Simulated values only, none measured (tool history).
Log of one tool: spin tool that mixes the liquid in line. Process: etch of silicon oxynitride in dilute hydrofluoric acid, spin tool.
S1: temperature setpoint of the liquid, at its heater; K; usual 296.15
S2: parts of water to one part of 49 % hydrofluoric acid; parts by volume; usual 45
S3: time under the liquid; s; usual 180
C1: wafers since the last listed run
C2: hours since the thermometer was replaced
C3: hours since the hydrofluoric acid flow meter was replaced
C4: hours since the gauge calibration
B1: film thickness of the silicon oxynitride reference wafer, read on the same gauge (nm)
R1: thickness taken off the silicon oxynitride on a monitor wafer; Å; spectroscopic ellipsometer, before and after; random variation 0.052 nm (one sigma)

run	hour	S1	S2	S3	C1	C2	C3	C4	B1	R1
1	0	293.65	45	180	0	702.6	1203.7	1542.7	120	95.7
2	103.6	294.65	45	180	657	806.2	1307.3	1646.3	120	100.4
3	154.9	294.65	45	180	325	857.5	1358.6	1697.6	120	99.9
4	207.1	296.15	45	110	331	909.7	1410.8	1749.8	120.01	66.5
5	283.7	296.15	45	180	486	986.3	1487.4	1826.4	120	107.4
6	371.8	296.15	45	180	559	1074.4	1575.5	1914.5	120	108
7	463.1	296.15	45	180	579	1165.7	1666.8	2005.8	120.01	108.7
8	509.3	296.15	45	180	293	1211.9	1713	2052	120.01	107.5
9	610.5	296.15	45	180	642	1313.1	1814.2	2153.2	119.98	107.5
10	816.8	296.15	45	180	1309	1519.4	2020.5	2359.5	120.01	107.5
# hour 870.7: gauge calibrated
11	893.5	296.15	45	180	486	1596.1	2097.2	22.8	120	108.9
12	979	296.15	45	180	542	1681.6	2182.7	108.3	119.98	108.7
# hour 989.2: hydrofluoric acid flow meter replaced
# hour 995.3: thermometer replaced
13	1067.6	291.15	35	290	549	72.3	78.4	196.9	120	175.2
14	1135.4	298.65	45	110	430	140.1	146.2	264.7	120	74.8
15	1221.5	296.15	45	110	546	226.2	232.3	350.8	119.99	65.9
16	1275.7	300.15	45	270	344	280.4	286.5	405	120	199.4
17	1379.5	299.15	35	270	658	384.2	390.3	508.8	120	243.1
18	1693.5	293.65	45	180	1993	698.2	704.3	822.8	120.01	94.8
19	1734.6	296.15	45	180	260	739.3	745.4	863.9	119.98	108.7
20	1815.1	298.65	45	110	511	819.8	825.9	944.4	120.01	75.1
21	1851.5	299.15	45	180	231	856.2	862.3	980.8	119.99	125
22	1894.4	296.15	35	110	272	899.1	905.2	1023.7	120	86
23	1977.4	291.15	45	250	526	982.1	988.2	1106.7	120	116.1
24	2071	299.65	25	180	594	1075.7	1081.8	1200.3	119.99	237.1
25	2159.2	297.65	60	235	559	1163.9	1170	1288.5	119.99	112.6

5 ways to go on from here, each from the tool as it stands after run 25. What would each give?
A	2159.7	292.15	45	180	3	1164.4	1170.5	1289	?	?
B	2159.7	296.15	45	125	3	1164.4	1170.5	1289	?	?
C	2159.7	296.15	55	180	3	1164.4	1170.5	1289	?	?
D	2159.7	296.15	35	145	3	1164.4	1170.5	1289	?	?
E	2159.7	300.15	55	180	3	1164.4	1170.5	1289	?	?

run	B1	R1
A	119.99	87.6
B	119.99	74.3
C	119.99	86.9
D	119.99	111.6
E	119.99	105.4
Without the tool's hidden state the same runs would have given:
run	R1
A	87.6
B	74.3
C	86.9
D	111.6
E	105.4

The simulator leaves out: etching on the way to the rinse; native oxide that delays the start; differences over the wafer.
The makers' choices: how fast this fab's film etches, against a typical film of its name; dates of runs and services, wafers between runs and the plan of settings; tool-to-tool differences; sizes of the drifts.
